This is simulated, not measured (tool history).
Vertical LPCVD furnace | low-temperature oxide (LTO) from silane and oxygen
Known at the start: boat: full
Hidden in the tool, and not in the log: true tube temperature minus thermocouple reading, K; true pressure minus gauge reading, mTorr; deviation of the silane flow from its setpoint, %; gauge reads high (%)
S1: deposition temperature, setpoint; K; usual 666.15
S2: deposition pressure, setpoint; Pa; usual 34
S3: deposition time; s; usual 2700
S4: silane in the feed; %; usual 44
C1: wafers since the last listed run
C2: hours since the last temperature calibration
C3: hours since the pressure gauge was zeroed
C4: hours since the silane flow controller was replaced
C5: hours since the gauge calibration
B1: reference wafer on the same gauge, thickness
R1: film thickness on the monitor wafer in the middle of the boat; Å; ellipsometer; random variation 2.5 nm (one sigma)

{"run": 1, "day": 0.0, "S1": 666.15, "S2": 34, "S3": 2700, "S4": 48, "C1": 0, "C2": 908.2, "C3": 2608.3, "C4": 2902.5, "C5": 759.8, "B1": 534.95, "R1": 6112.3}
{"run": 2, "day": 3.996, "S1": 666.15, "S2": 34, "S3": 2700, "S4": 44, "C1": 1705, "C2": 1004.1, "C3": 2704.2, "C4": 2998.4, "C5": 855.7, "B1": 534.16, "R1": 5657.9}
{"run": 3, "day": 7.871, "S1": 666.15, "S2": 34, "S3": 2700, "S4": 44, "C1": 1654, "C2": 1097.1, "C3": 2797.2, "C4": 3091.4, "C5": 948.7, "B1": 535.09, "R1": 5696.1}
{"run": 4, "day": 12.183, "S1": 666.15, "S2": 34, "S3": 2700, "S4": 44, "C1": 1841, "C2": 1200.6, "C3": 2900.7, "C4": 3194.9, "C5": 1052.2, "B1": 535.54, "R1": 5673}
{"run": 5, "day": 16.054, "S1": 666.15, "S2": 34, "S3": 2700, "S4": 44, "C1": 1652, "C2": 1293.5, "C3": 2993.6, "C4": 3287.8, "C5": 1145.1, "B1": 534.64, "R1": 5691.1}
{"run": 6, "day": 17.921, "S1": 666.15, "S2": 34, "S3": 2700, "S4": 44, "C1": 796, "C2": 1338.3, "C3": 3038.4, "C4": 3332.6, "C5": 1189.9, "B1": 534.44, "R1": 5710.9}
{"run": 7, "day": 20.679, "S1": 666.15, "S2": 34, "S3": 2700, "S4": 41, "C1": 1177, "C2": 1404.5, "C3": 3104.6, "C4": 3398.8, "C5": 1256.1, "B1": 534.49, "R1": 5319.8}
{"run": 8, "day": 22.779, "S1": 666.15, "S2": 34, "S3": 2700, "S4": 44, "C1": 896, "C2": 1454.9, "C3": 3155, "C4": 3449.2, "C5": 1306.5, "B1": 535.5, "R1": 5726.1}
{"run": 9, "day": 24.508, "S1": 666.15, "S2": 34, "S3": 2700, "S4": 44, "C1": 738, "C2": 1496.4, "C3": 3196.5, "C4": 3490.7, "C5": 1348, "B1": 535.55, "R1": 5713}
{"run": 10, "day": 28.929, "S1": 666.15, "S2": 27.3, "S3": 2700, "S4": 44, "C1": 1887, "C2": 1602.5, "C3": 3302.6, "C4": 3596.8, "C5": 1454.1, "B1": 534.46, "R1": 4584.1}
{"run": 11, "day": 30.567, "S1": 666.15, "S2": 27.3, "S3": 2700, "S4": 44, "C1": 699, "C2": 1641.8, "C3": 3341.9, "C4": 3636.1, "C5": 1493.4, "B1": 534.63, "R1": 4657.1}
{"run": 12, "day": 33.654, "S1": 666.15, "S2": 27.3, "S3": 2700, "S4": 44, "C1": 1318, "C2": 1715.9, "C3": 3416, "C4": 3710.2, "C5": 1567.5, "B1": 535.93, "R1": 4655}
{"run": 13, "day": 36.754, "S1": 671.15, "S2": 34, "S3": 2280, "S4": 44, "C1": 1323, "C2": 1790.3, "C3": 3490.4, "C4": 3784.6, "C5": 1641.9, "B1": 534.34, "R1": 5117.7}
{"run": 14, "day": 47.646, "S1": 671.15, "S2": 34, "S3": 2280, "S4": 44, "C1": 4649, "C2": 2051.7, "C3": 3751.8, "C4": 4046, "C5": 1903.3, "B1": 534.54, "R1": 5191.3}
{"run": 15, "day": 49.192, "S1": 673.15, "S2": 34, "S3": 3750, "S4": 37, "C1": 659, "C2": 2088.8, "C3": 3788.9, "C4": 4083.1, "C5": 1940.4, "B1": 535.03, "R1": 7148.9}
{"day": 50.446, "done": "silane flow controller replaced"}
{"run": 16, "day": 51.096, "S1": 674.15, "S2": 38.7, "S3": 2700, "S4": 44, "C1": 386, "C2": 2134.5, "C3": 3834.6, "C4": 15.6, "C5": 1986.1, "B1": 534.93, "R1": 6973.3}
{"run": 17, "day": 52.971, "S1": 656.15, "S2": 42, "S3": 2700, "S4": 38, "C1": 800, "C2": 2179.5, "C3": 3879.6, "C4": 60.6, "C5": 2031.1, "B1": 534.79, "R1": 5199.9}
{"day": 54.079, "done": "thermocouples replaced and temperature profile calibrated"}
{"run": 18, "day": 62.212, "S1": 659.15, "S2": 39.3, "S3": 2340, "S4": 44, "C1": 3518, "C2": 195.2, "C3": 4101.4, "C4": 282.4, "C5": 2252.9, "B1": 535.54, "R1": 5062.4}
{"run": 19, "day": 66.454, "S1": 661.15, "S2": 34, "S3": 1920, "S4": 44, "C1": 1810, "C2": 297, "C3": 4203.2, "C4": 384.2, "C5": 2354.7, "B1": 534.14, "R1": 3683.4}
{"day": 69.854, "done": "gauge calibrated"}
{"run": 20, "day": 70.512, "S1": 662.15, "S2": 34, "S3": 2700, "S4": 44, "C1": 1732, "C2": 394.4, "C3": 4300.6, "C4": 481.6, "C5": 15.8, "B1": 534.81, "R1": 5331.3}
{"run": 21, "day": 72.229, "S1": 666.15, "S2": 37.3, "S3": 2280, "S4": 40, "C1": 732, "C2": 435.6, "C3": 4341.8, "C4": 522.8, "C5": 57, "B1": 534.99, "R1": 4617.6}
{"run": 22, "day": 75.958, "S1": 659.15, "S2": 29.3, "S3": 2700, "S4": 44, "C1": 1592, "C2": 525.1, "C3": 4431.3, "C4": 612.3, "C5": 146.5, "B1": 534.6, "R1": 4415.8}
{"day": 77.825, "done": "pressure gauge zeroed"}
{"run": 23, "day": 80.188, "S1": 666.15, "S2": 34, "S3": 2700, "S4": 44, "C1": 1378, "C2": 626.6, "C3": 56.7, "C4": 713.8, "C5": 248, "B1": 534.88, "R1": 5538}
{"run": 24, "day": 84.354, "S1": 666.15, "S2": 34, "S3": 2700, "S4": 44, "C1": 1778, "C2": 726.6, "C3": 156.7, "C4": 813.8, "C5": 348, "B1": 535.05, "R1": 5509.9}

The next listed run, before its measurement:
{"run": 25, "day": 86.242, "S1": 666.15, "S2": 34, "S3": 2700, "S4": 44, "C1": 805, "C2": 771.9, "C3": 202, "C4": 859.1, "C5": 393.3, "B1": "?", "R1": "?"}

{"run 25": {"B1": 535.23, "R1": 5575.6}}
Without the tool's hidden state the same run would have given R1 5396 Å.
